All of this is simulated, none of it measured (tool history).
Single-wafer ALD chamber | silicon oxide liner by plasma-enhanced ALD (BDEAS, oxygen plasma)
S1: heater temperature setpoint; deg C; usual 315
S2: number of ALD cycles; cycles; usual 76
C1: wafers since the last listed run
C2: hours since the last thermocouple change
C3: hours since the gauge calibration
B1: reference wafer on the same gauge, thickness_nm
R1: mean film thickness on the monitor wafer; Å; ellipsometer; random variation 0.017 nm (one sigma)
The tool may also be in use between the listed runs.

run	day	S1	S2	C1	C2	C3	B1	R1
1	0	315	76	0	1285.5	120.1	7.847	69.77
2	0.371	315	65	48	1294.4	129	7.836	59.89
3	0.988	315	65	81	1309.2	143.8	7.838	59.45
4	1.708	315	76	94	1326.5	161.1	7.833	69.42
5	2.392	315	76	89	1342.9	177.5	7.826	69.19
6	2.896	315	76	66	1355	189.6	7.812	69.43
7	3.238	315	76	44	1363.2	197.8	7.804	69.02
8	3.917	309	68	89	1379.5	214.1	7.794	62.44
9	4.55	315	76	83	1394.7	229.3	7.792	69.2
10	5.2	315	76	85	1410.3	244.9	7.792	69.1
11	5.458	315	68	33	1416.5	251.1	7.785	61.86
# day 5.471: gauge calibrated
12	5.925	315	68	61	1427.7	10.9	7.858	62.56
13	6.346	315	68	55	1437.8	21	7.861	62.52
14	7.05	315	76	92	1454.7	37.9	7.86	69.64
# day 7.804: thermocouple changed; heater temperature recalibrated
15	7.825	315	76	58	0.5	56.5	7.858	69.68
16	8.196	323	67	48	9.4	65.4	7.863	60.84
17	8.6	328	68	53	19.1	75.1	7.854	61.19
18	9.112	315	65	67	31.4	87.4	7.846	59.6
19	9.429	315	76	41	39	95	7.85	69.58
20	9.85	315	83	55	49.1	105.1	7.846	75.97
21	10.304	315	76	59	60	116	7.851	69.88
22	10.846	307	76	71	73	129	7.843	70.41
23	11.133	315	76	37	79.9	135.9	7.837	69.46

The next listed run, before its measurement:
24	11.492	315	72	47	88.5	144.5	?	?

Run 24 gave B1 7.839, R1 65.67 Å.
Without the tool's hidden state the same run would have given R1 65.89 Å.
